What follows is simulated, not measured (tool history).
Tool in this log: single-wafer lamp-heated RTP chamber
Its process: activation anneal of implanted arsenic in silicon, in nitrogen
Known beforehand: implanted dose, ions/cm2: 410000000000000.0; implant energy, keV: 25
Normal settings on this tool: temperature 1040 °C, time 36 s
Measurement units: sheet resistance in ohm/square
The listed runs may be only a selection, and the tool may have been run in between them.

| run | hour | temperature | time | read-back reference wafer on the same gauge, sheet resistance | sheet resistance |
|---|---|---|---|---|---|
| 1 | 0 | 1040 | 36 | 205.86 | 211.56 |
| 2 | 29.9 | 1040 | 36 | 205.84 | 211.06 |
| 3 | 60.1 | 1040 | 36 | 205.4 | 210.67 |
| 4 | 88.3 | 1040 | 36 | 204.66 | 210.49 |
| 5 | 105 | 1040 | 36 | 204.79 | 210.08 |
|  | 125.9 | pyrometer window cleaned and pyrometer calibrated |
| 6 | 131.3 | 1059 | 36 | 204.58 | 207.2 |
| 7 | 166.7 | 1059 | 36 | 204.06 | 204.97 |
| 8 | 181.3 | 1059 | 36 | 204.11 | 206.08 |
| 9 | 210.4 | 1054 | 31 | 204.04 | 207.63 |
| 10 | 237.1 | 1054 | 31 | 203.6 | 209.28 |
| 11 | 261.7 | 1054 | 31 | 204.02 | 209 |
| 12 | 294.6 | 1040 | 36 | 203.08 | 209.11 |
|  | 305.9 | reflector plate cleaned |
| 13 | 323.3 | 1040 | 36 | 202.65 | 208.85 |
| 14 | 337.6 | 1040 | 36 | 202.87 | 207.92 |
|  | 352.3 | gauge calibrated |
| 15 | 366.1 | 1024 | 15 | 207.99 | 220.17 |
| 16 | 448.3 | 1013 | 25 | 207.34 | 218.22 |
|  | 461.9 | pyrometer window cleaned and pyrometer calibrated |
| 17 | 470 | 1066 | 36 | 206.92 | 208.46 |
| 18 | 494.8 | 1019 | 48 | 206.7 | 214.63 |
| 19 | 520.1 | 1053 | 22 | 206.87 | 212.7 |
| 20 | 546.7 | 1023 | 54 | 206.21 | 212.55 |
| 21 | 567.7 | 1040 | 36 | 206.48 | 212.5 |
| 22 | 588.5 | 1040 | 36 | 206.1 | 212.89 |

Run 23 comes next. What will it give?
| 23 | 614.8 | 1061 | 15 | ? | ? |

Run 23 produced read-back reference wafer on the same gauge, sheet resistance 205.95, sheet resistance 213.14 ohm/square.
With the hidden condition absent and the run-to-run variation left alone, this run would have shown sheet resistance 214.35 ohm/square.

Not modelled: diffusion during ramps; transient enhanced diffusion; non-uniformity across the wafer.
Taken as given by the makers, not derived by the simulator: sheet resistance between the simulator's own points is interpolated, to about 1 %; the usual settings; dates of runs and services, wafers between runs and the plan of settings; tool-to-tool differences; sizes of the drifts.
